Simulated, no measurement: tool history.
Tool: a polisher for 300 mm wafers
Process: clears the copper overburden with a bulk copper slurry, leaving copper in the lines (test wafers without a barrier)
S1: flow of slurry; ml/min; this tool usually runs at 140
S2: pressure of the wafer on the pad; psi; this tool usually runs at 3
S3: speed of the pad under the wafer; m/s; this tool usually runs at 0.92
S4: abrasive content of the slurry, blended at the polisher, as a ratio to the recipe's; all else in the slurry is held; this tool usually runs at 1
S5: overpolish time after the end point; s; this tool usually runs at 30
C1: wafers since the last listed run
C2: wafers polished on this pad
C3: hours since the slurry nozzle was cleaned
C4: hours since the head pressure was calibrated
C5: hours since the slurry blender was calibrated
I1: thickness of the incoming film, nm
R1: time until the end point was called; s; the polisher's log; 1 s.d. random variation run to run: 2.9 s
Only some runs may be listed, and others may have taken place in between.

run 1 hour=0 | S1=150 S2=3 S3=1.14 S4=1 S5=30 | C1=0 C2=469 C3=9.8 C4=203.2 C5=296.1 | I1=973.2 | R1=115.9
run 2 hour=53.7 | S1=150 S2=3 S3=1.14 S4=1 S5=30 | C1=382 C2=852 C3=63.5 C4=256.9 C5=349.8 | I1=966.8 | R1=112.9
run 3 hour=123.9 | S1=140 S2=3 S3=0.92 S4=1 S5=30 | C1=499 C2=1352 C3=133.7 C4=327.1 C5=420 | I1=974.6 | R1=147
-- hour=138.3 slurry blender recalibrated
run 4 hour=149.6 | S1=140 S2=3 S3=0.92 S4=1 S5=30 | C1=168 C2=1520 C3=159.4 C4=352.8 C5=11.3 | I1=982.5 | R1=145.5
-- hour=186.7 worn pad replaced by a new one
run 5 hour=187.2 | S1=140 S2=3 S3=0.92 S4=1 S5=30 | C1=239 C2=3 C3=197 C4=390.4 C5=48.9 | I1=976.4 | R1=146
run 6 hour=242.7 | S1=140 S2=3 S3=0.92 S4=1 S5=30 | C1=395 C2=398 C3=252.5 C4=445.9 C5=104.4 | I1=964.9 | R1=148.6
run 7 hour=272.9 | S1=140 S2=3 S3=0.92 S4=1 S5=30 | C1=215 C2=614 C3=282.7 C4=476.1 C5=134.6 | I1=970.6 | R1=138.5
run 8 hour=318.5 | S1=140 S2=3 S3=0.92 S4=1 S5=30 | C1=324 C2=938 C3=328.3 C4=521.7 C5=180.2 | I1=975.6 | R1=142.6
-- hour=369.2 head pressure recalibrated
run 9 hour=376.7 | S1=140 S2=3 S3=0.92 S4=0.9 S5=30 | C1=400 C2=1339 C3=386.5 C4=7.5 C5=238.4 | I1=971.2 | R1=147.6
-- hour=422.3 worn pad replaced by a new one
run 10 hour=427.2 | S1=140 S2=3 S3=0.92 S4=0.9 S5=30 | C1=331 C2=34 C3=437 C4=58 C5=288.9 | I1=966.6 | R1=144.4
run 11 hour=452.8 | S1=140 S2=3 S3=0.92 S4=0.85 S5=30 | C1=182 C2=216 C3=462.6 C4=83.6 C5=314.5 | I1=969.7 | R1=154.1
run 12 hour=483 | S1=140 S2=3 S3=0.92 S4=0.85 S5=30 | C1=215 C2=432 C3=492.8 C4=113.8 C5=344.7 | I1=964.6 | R1=150
run 13 hour=534.6 | S1=140 S2=3 S3=0.92 S4=0.85 S5=30 | C1=367 C2=799 C3=544.4 C4=165.4 C5=396.3 | I1=963 | R1=148
run 14 hour=569.9 | S1=110 S2=2.6 S3=0.92 S4=1 S5=25 | C1=251 C2=1050 C3=579.7 C4=200.7 C5=431.6 | I1=959.1 | R1=174.9
-- hour=593.6 slurry blender recalibrated
-- hour=641.1 slurry nozzle cleaned
run 15 hour=641.6 | S1=140 S2=3 S3=0.92 S4=1 S5=30 | C1=489 C2=1540 C3=0.5 C4=272.4 C5=48 | I1=957.3 | R1=145.3
-- hour=675.7 worn pad replaced by a new one
run 16 hour=699 | S1=140 S2=3 S3=0.92 S4=1 S5=30 | C1=380 C2=165 C3=57.9 C4=329.8 C5=105.4 | I1=971.2 | R1=143.3
run 17 hour=728.4 | S1=140 S2=3 S3=0.7 S4=1.2 S5=30 | C1=209 C2=375 C3=87.3 C4=359.2 C5=134.8 | I1=963.2 | R1=182.3
run 18 hour=788.5 | S1=105 S2=2.5 S3=1.24 S4=1 S5=23 | C1=428 C2=803 C3=147.4 C4=419.3 C5=194.9 | I1=980.6 | R1=133.5
run 19 hour=834.6 | S1=140 S2=3 S3=0.92 S4=1 S5=35 | C1=328 C2=1131 C3=193.5 C4=465.4 C5=241 | I1=962.2 | R1=141.5
run 20 hour=896.3 | S1=140 S2=3.6 S3=0.92 S4=1.25 S5=16 | C1=439 C2=1571 C3=255.2 C4=527.1 C5=302.7 | I1=983.5 | R1=120.7
-- hour=923.2 worn pad replaced by a new one
run 21 hour=923.7 | S1=140 S2=3 S3=0.92 S4=0.75 S5=24 | C1=166 C2=3 C3=282.6 C4=554.5 C5=330.1 | I1=975 | R1=165.9
run 22 hour=952.6 | S1=140 S2=3 S3=0.68 S4=0.75 S5=30 | C1=205 C2=209 C3=311.5 C4=583.4 C5=359 | I1=978 | R1=211.8
-- hour=978.3 head pressure recalibrated
run 23 hour=978.8 | S1=100 S2=2.6 S3=0.92 S4=0.8 S5=21 | C1=172 C2=381 C3=337.7 C4=0.5 C5=385.2 | I1=957.5 | R1=180.9
run 24 hour=1045.4 | S1=100 S2=3 S3=1.16 S4=1 S5=30 | C1=474 C2=856 C3=404.3 C4=67.1 C5=451.8 | I1=972 | R1=127.3
-- hour=1066.2 slurry blender recalibrated
run 25 hour=1089.8 | S1=185 S2=2.5 S3=1.06 S4=1 S5=39 | C1=301 C2=1158 C3=448.7 C4=111.5 C5=23.6 | I1=989.8 | R1=137.5
run 26 hour=1123.1 | S1=170 S2=3 S3=0.82 S4=1 S5=30 | C1=237 C2=1395 C3=482 C4=144.8 C5=56.9 | I1=954.6 | R1=157.9

Exercise: give the hidden state of the tool at every run:
removal rate lost through wear of the pad, %: 0 on each run
slurry flow missing at the pad, %: 0 on each run
deviation of the head's pressure from its setpoint, %: 0 on each run
abrasive missing from the slurry, %: 0 on each run
